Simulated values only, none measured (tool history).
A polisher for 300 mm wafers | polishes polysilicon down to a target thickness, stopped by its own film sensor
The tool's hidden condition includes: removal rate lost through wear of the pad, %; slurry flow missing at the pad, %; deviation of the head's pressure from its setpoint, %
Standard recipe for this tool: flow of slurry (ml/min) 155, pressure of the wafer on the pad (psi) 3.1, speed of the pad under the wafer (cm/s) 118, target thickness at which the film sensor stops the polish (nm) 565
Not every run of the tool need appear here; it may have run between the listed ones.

| run | day | flow of slurry (ml/min) | pressure of the wafer on the pad (psi) | speed of the pad under the wafer (cm/s) | target thickness at which the film sensor stops the polish (nm) | wafers since the last listed run | wafers polished on this pad | hours since the slurry nozzle was cleaned | hours since the head pressure was calibrated | incoming thickness of the incoming film, nm | time until the film sensor stopped the polish (s) |
|---|---|---|---|---|---|---|---|---|---|---|---|
| 1 | 0.000 | 155 | 3.4 | 118 | 565 | 0 | 811 | 279.6 | 484.2 | 1032.4 | 42.9 |
| 2 | 2.204 | 155 | 3.1 | 118 | 565 | 526 | 1337 | 332.5 | 537.1 | 1058.5 | 52.8 |
|  | 3.233 | worn pad replaced by a new one |
| 3 | 4.329 | 155 | 3.1 | 118 | 565 | 467 | 261 | 383.5 | 588.1 | 1058.5 | 54.7 |
| 4 | 5.704 | 155 | 3.1 | 118 | 565 | 328 | 589 | 416.5 | 621.1 | 1050.4 | 53.8 |
|  | 5.804 | slurry nozzle cleaned |
| 5 | 7.704 | 155 | 3.1 | 118 | 565 | 467 | 1056 | 45.6 | 669.1 | 1068.6 | 45.3 |
|  | 9.212 | worn pad replaced by a new one |
| 6 | 9.233 | 155 | 3.1 | 118 | 565 | 325 | 4 | 82.3 | 705.8 | 1057.2 | 46.7 |
| 7 | 11.704 | 155 | 3.1 | 118 | 565 | 589 | 594 | 141.6 | 765.1 | 1061.4 | 45.7 |
| 8 | 14.571 | 155 | 3.1 | 118 | 565 | 684 | 1278 | 210.4 | 833.9 | 1041.8 | 44.9 |
|  | 15.033 | worn pad replaced by a new one |
| 9 | 17.046 | 155 | 3.1 | 118 | 565 | 550 | 480 | 269.8 | 893.3 | 1037.8 | 45.3 |
|  | 18.825 | head pressure recalibrated |
| 10 | 19.408 | 155 | 3.1 | 118 | 565 | 544 | 1024 | 326.5 | 14.0 | 1071.5 | 57.6 |
|  | 19.596 | slurry nozzle cleaned |
|  | 20.846 | worn pad replaced by a new one |
| 11 | 20.867 | 155 | 3.1 | 118 | 565 | 298 | 4 | 30.5 | 49.0 | 1049.9 | 47.7 |
| 12 | 21.975 | 155 | 3.1 | 118 | 490 | 264 | 269 | 57.1 | 75.6 | 1041.8 | 55.4 |
| 13 | 24.929 | 200 | 3.1 | 118 | 565 | 705 | 974 | 128.0 | 146.5 | 1045.6 | 46.0 |
|  | 26.446 | worn pad replaced by a new one |
| 14 | 27.796 | 155 | 3.8 | 118 | 565 | 644 | 322 | 196.8 | 215.3 | 1037.4 | 40.1 |
| 15 | 28.804 | 180 | 2.2 | 118 | 444 | 240 | 562 | 221.0 | 239.5 | 1055.7 | 83.3 |
| 16 | 30.779 | 205 | 3.1 | 82 | 565 | 471 | 1034 | 268.4 | 286.9 | 1032.4 | 65.3 |

Below are 5 alternative next runs, each starting from the tool's condition after run 16. Predict each:
| A | 30.796 | 155 | 3.5 | 118 | 565 | 3 | 1038 | 268.8 | 287.3 | 1040.6 | ? |
| B | 30.796 | 155 | 2.6 | 118 | 565 | 3 | 1038 | 268.8 | 287.3 | 1040.6 | ? |
| C | 30.796 | 200 | 4.1 | 140 | 449 | 3 | 1038 | 268.8 | 287.3 | 1040.6 | ? |
| D | 30.796 | 155 | 2.2 | 118 | 499 | 3 | 1038 | 268.8 | 287.3 | 1040.6 | ? |
| E | 30.796 | 170 | 2.5 | 92 | 460 | 3 | 1038 | 268.8 | 287.3 | 1040.6 | ? |

| run | time until the film sensor stopped the polish (s) |
|---|---|
| A | 42.9 |
| B | 57.4 |
| C | 36.3 |
| D | 76.9 |
| E | 91.2 |
Take away the tool's hidden state, keep each run's random variation, and the runs would have read:
| run | time until the film sensor stopped the polish (s) |
|---|---|
| A | 40.9 |
| B | 54.7 |
| C | 35.2 |
| D | 73.2 |
| E | 87.5 |
